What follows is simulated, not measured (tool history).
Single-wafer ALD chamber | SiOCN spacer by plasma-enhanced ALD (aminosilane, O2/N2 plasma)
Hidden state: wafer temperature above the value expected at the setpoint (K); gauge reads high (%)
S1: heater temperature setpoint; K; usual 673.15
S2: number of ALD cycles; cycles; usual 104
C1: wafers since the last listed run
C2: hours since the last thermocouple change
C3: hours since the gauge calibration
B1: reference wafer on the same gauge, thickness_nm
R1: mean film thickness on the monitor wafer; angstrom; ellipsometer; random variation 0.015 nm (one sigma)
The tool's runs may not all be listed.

run   hour      S1   S2  C1     C2     C3     B1     R1
  1      0  684.15  104   0    724   38.9  7.223   58.5
  2    9.6  684.15  104  28  733.6   48.5  7.222  58.45
  3   25.1  684.15  104  45  749.1     64   7.22   58.4
  4   33.4  673.15  104  24  757.4   72.3  7.206  60.78
  5   44.9  673.15  104  33  768.9   83.8  7.208  60.76
  6   52.9  673.15  104  23  776.9   91.8    7.2   60.8
  7   65.6  673.15  104  37  789.6  104.5   7.21  60.76
  8   73.4  673.15  104  22  797.4  112.3  7.195  60.52
  9   82.4  679.15   90  26  806.4  121.3  7.201   51.4
 10   93.2  673.15  104  31  817.2  132.1  7.199   60.8
 11  101.7  673.15  104  24  825.7  140.6   7.19  60.26
 12  115.2  673.15  104  39  839.2  154.1   7.19  60.63
     137.2  -- thermocouple changed; heater temperature recalibrated
 13  137.7  673.15  104  42    0.5  176.6  7.201  60.61
 14  145.3  673.15  104  22    8.1  184.2  7.189  60.56
 15  160.7  673.15  104  45   23.5  199.6  7.196  60.45
 16  177.9  673.15  104  50   40.7  216.8  7.186  60.29
 17  187.3  673.15  104  27   50.1  226.2  7.183  60.49
 18    202  679.15   99  43   64.8  240.9   7.19  56.29
     204.2  -- gauge calibrated
 19  215.6  685.15   91  39   78.4   11.4  7.261  51.14
 20  232.9  673.15  104  50   95.7   28.7  7.251  60.97
 21    245  664.15   84  35  107.8   40.8  7.241  49.14
 22  257.9  665.15   93  37  120.7   53.7  7.232  54.36
 23  270.4  687.15  104  36  133.2   66.2  7.226  57.59

Run 24 comes next. What will it give?
 24  301.5  660.15  117  91  164.3  97.3   ?   ?

{"run 24": {"B1": 7.217, "R1": 68.21}}
Without the tool's hidden state the same run would have given R1 68.6 angstrom.
